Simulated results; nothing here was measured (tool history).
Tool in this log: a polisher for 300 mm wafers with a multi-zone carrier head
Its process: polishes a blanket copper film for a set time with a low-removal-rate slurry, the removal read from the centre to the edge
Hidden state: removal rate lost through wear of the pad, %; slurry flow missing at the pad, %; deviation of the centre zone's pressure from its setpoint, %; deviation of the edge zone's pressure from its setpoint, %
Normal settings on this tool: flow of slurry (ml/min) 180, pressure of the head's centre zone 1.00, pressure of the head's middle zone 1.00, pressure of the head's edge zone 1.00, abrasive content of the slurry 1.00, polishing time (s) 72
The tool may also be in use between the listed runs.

run	hour	flow of slurry (ml/min)	pressure of the head's centre zone	pressure of the head's middle zone	pressure of the head's edge zone	abrasive content of the slurry	polishing time (s)	wafers since the last listed run	wafers polished on this pad	hours since the slurry nozzle was cleaned	hours since the centre zone pressure was calibrated	hours since the edge zone pressure was calibrated	hours since the carrier head's membrane was replaced	incoming thickness of the incoming film, nm	film removed at the wafer's centre (nm)	film removed at mid-radius (nm)	film removed at the wafer's edge (nm)
1	0.0	180	0.90	1.04	1.00	1.25	72	0	843	440.6	1186.3	970.0	1672.3	1284.2	133.8	154.3	151.2
2	18.8	180	1.00	1.00	1.00	1.00	72	212	1055	459.4	1205.1	988.8	1691.1	1288.2	144.1	144.3	146.0
3	36.6	140	1.00	1.00	1.00	1.00	72	201	1257	477.2	1222.9	1006.6	1708.9	1274.0	136.2	136.5	139.8
# hour 49.1: carrier head's membrane replaced by a new one
# hour 53.3: worn pad replaced by a new one
4	53.8	140	1.00	0.89	0.92	0.85	72	92	5	494.4	1240.1	1023.8	4.7	1256.9	135.8	123.9	135.1
5	64.3	180	0.93	1.00	1.06	1.00	48	118	124	504.9	1250.6	1034.3	15.2	1264.2	90.7	97.3	99.1
6	80.7	180	1.00	1.00	1.00	1.05	72	185	309	521.3	1267.0	1050.7	31.6	1271.9	146.3	147.3	150.3
7	95.9	180	1.00	1.00	1.00	1.00	72	171	481	536.5	1282.2	1065.9	46.8	1269.6	145.4	143.5	143.5
8	111.9	180	1.00	1.00	1.00	1.00	72	180	662	552.5	1298.2	1081.9	62.8	1268.3	142.4	144.5	142.3
9	123.9	180	1.00	1.00	1.11	1.00	72	135	797	564.5	1310.2	1093.9	74.8	1286.4	143.7	143.8	148.6
# hour 131.6: slurry nozzle cleaned
10	138.8	180	1.00	1.00	1.00	1.00	72	157	954	7.2	1325.1	1108.8	89.7	1270.3	144.6	142.9	144.6
# hour 145.4: centre zone pressure recalibrated
# hour 154.1: edge zone pressure recalibrated
11	154.6	205	1.06	1.07	1.00	1.00	91	133	1088	23.0	9.2	0.5	105.5	1280.2	196.1	197.3	181.0
12	165.1	180	1.09	1.00	1.00	0.80	72	118	1207	33.5	19.7	11.0	116.0	1297.5	149.8	137.1	138.1
13	172.0	180	0.89	1.00	1.00	0.85	47	78	1285	40.4	26.6	17.9	122.9	1276.9	81.2	91.1	90.3
14	186.1	180	1.00	1.00	1.00	1.00	72	159	1444	54.5	40.7	32.0	137.0	1300.8	142.6	145.6	142.5
# hour 193.6: worn pad replaced by a new one
15	236.8	180	1.00	1.00	1.00	1.00	72	527	488	105.2	91.4	82.7	187.7	1289.3	144.5	144.5	143.3
16	249.8	230	0.95	0.92	1.00	1.00	58	146	635	118.2	104.4	95.7	200.7	1292.2	114.5	113.7	118.0
17	259.9	180	0.89	1.00	1.00	1.00	72	114	749	128.3	114.5	105.8	210.8	1281.7	128.2	145.1	144.0
18	310.2	180	1.00	1.09	1.07	1.00	72	568	1318	178.6	164.8	156.1	261.1	1309.4	141.8	153.1	147.0
19	326.3	180	1.05	0.94	0.94	0.85	72	182	1500	194.7	180.9	172.2	277.2	1268.4	145.9	131.3	141.2
# hour 337.8: worn pad replaced by a new one
20	343.1	210	0.96	1.00	1.00	1.00	72	144	59	211.5	197.7	189.0	294.0	1271.5	145.8	149.8	146.1

Predict each of these 5 candidate next runs independently; none follows another, all start after run 20:
A	343.5	180	1.00	1.00	1.00	1.00	72	4	64	211.9	198.1	189.4	294.4	1271.1	?	?	?
B	343.5	115	1.00	1.00	1.00	0.70	83	4	64	211.9	198.1	189.4	294.4	1271.1	?	?	?
C	343.5	225	1.03	1.00	1.00	1.00	72	4	64	211.9	198.1	189.4	294.4	1271.1	?	?	?
D	343.5	180	1.00	1.07	0.91	1.10	72	4	64	211.9	198.1	189.4	294.4	1271.1	?	?	?
E	343.5	180	1.00	0.93	1.00	0.80	72	4	64	211.9	198.1	189.4	294.4	1271.1	?	?	?

run	film removed at the wafer's centre (nm)	film removed at mid-radius (nm)	film removed at the wafer's edge (nm)
A	146.6	147.8	145.7
B	144.5	147.4	149.1
C	156.5	152.6	149.2
D	149.1	159.1	143.8
E	141.4	134.2	140.7
Without the tool's unlogged condition, the same runs would have read:
run	film removed at the wafer's centre (nm)	film removed at mid-radius (nm)	film removed at the wafer's edge (nm)
A	148.0	149.3	147.1
B	145.9	148.9	150.5
C	158.0	154.1	150.6
D	150.5	160.7	145.2
E	142.7	135.5	142.1
